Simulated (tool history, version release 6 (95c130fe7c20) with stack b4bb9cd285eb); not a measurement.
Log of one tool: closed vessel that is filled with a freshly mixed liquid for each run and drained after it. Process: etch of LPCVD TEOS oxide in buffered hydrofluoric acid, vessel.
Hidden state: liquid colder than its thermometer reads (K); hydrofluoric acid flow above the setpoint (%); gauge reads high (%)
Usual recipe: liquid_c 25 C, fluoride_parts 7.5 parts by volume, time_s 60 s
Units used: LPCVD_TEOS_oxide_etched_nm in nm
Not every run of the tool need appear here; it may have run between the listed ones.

run,hour,liquid_c,fluoride_parts,time_s,wafers since the last listed run,hours since the thermometer was replaced,hours since the hydrofluoric acid flow meter was replaced,hours since the gauge calibration,"read-back film thickness of the LPCVD TEOS oxide reference wafer, read on the same gauge (nm)",LPCVD_TEOS_oxide_etched_nm
1,0.0,25,7.5,60,0,1282.3,1515.6,57.3,110.04,458.69
2,16.3,25,7.5,60,1243,1298.6,1531.9,73.6,110.02,454.75
3,29.9,25,7.5,60,1037,1312.2,1545.5,87.2,110.02,456.83
4,45.6,25,7.5,60,1197,1327.9,1561.2,102.9,110.01,456.30
5,52.6,25,7.5,60,533,1334.9,1568.2,109.9,110.04,453.10
6,65.2,25,7.5,50,960,1347.5,1580.8,122.5,109.99,380.11
# hour 70.1: gauge calibrated
7,72.7,25,7.5,50,571,1355.0,1588.3,2.6,110.00,378.10

What will run 8 give?
8,89.6,28,7.5,30,1288,1371.9,1605.2,19.5,?,?

Run 8 measured read-back film thickness of the LPCVD TEOS oxide reference wafer, read on the same gauge (nm) 109.97, LPCVD_TEOS_oxide_etched_nm 266.58 nm.
Had the tool carried no hidden state, the very same run would have given LPCVD_TEOS_oxide_etched_nm 278.80 nm.
